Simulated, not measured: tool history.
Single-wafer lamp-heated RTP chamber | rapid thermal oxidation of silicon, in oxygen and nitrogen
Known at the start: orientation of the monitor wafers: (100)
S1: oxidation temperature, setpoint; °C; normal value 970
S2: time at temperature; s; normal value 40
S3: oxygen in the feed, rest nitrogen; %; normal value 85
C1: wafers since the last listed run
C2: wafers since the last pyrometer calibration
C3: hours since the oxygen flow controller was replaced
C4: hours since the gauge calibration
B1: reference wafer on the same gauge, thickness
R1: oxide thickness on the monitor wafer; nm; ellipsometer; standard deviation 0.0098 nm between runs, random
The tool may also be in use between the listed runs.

run	hour	S1	S2	S3	C1	C2	C3	C4	B1	R1
1	0.0	970	40	72	0	1132	2948.2	103.7	3.679	3.576
2	12.7	951	40	85	127	1260	2960.9	116.4	3.684	3.357
3	46.5	951	40	85	340	1600	2994.7	150.2	3.682	3.363
4	79.3	970	40	85	330	1930	3027.5	183.0	3.680	3.802
5	101.0	970	40	85	218	2149	3049.2	204.7	3.678	3.816
6	119.6	970	40	85	187	2336	3067.8	223.3	3.678	3.807
# hour 131.6: oxygen flow controller replaced
7	154.0	970	40	85	265	2602	22.4	257.7	3.681	3.829
8	173.7	944	40	69	198	2801	42.1	277.4	3.681	3.070
9	186.9	970	24	85	132	2934	55.3	290.6	3.676	3.178
10	199.4	999	50	85	125	3059	67.8	303.1	3.680	5.157
11	223.8	943	52	94	245	3305	92.2	327.5	3.679	3.636
# hour 236.0: gauge calibrated
# hour 297.0: pyrometer window cleaned and pyrometer calibrated
12	315.6	970	30	85	844	186	184.0	79.6	3.678	3.365
13	351.3	970	26	85	359	546	219.7	115.3	3.680	3.210
14	364.8	970	40	85	135	682	233.2	128.8	3.682	3.769
15	395.6	989	23	55	310	992	264.0	159.6	3.680	3.066

Forecast each of these 3 alternatives for the next run:
A	396.1	970	21	85	5	997	264.5	160.1	?	?
B	396.1	956	40	76	5	997	264.5	160.1	?	?
C	396.1	992	27	85	5	997	264.5	160.1	?	?

run	B1	R1
A	3.679	2.986
B	3.679	3.323
C	3.679	3.734
Had the tool no hidden state, the same runs would have come out as:
run	R1
A	2.972
B	3.305
C	3.712

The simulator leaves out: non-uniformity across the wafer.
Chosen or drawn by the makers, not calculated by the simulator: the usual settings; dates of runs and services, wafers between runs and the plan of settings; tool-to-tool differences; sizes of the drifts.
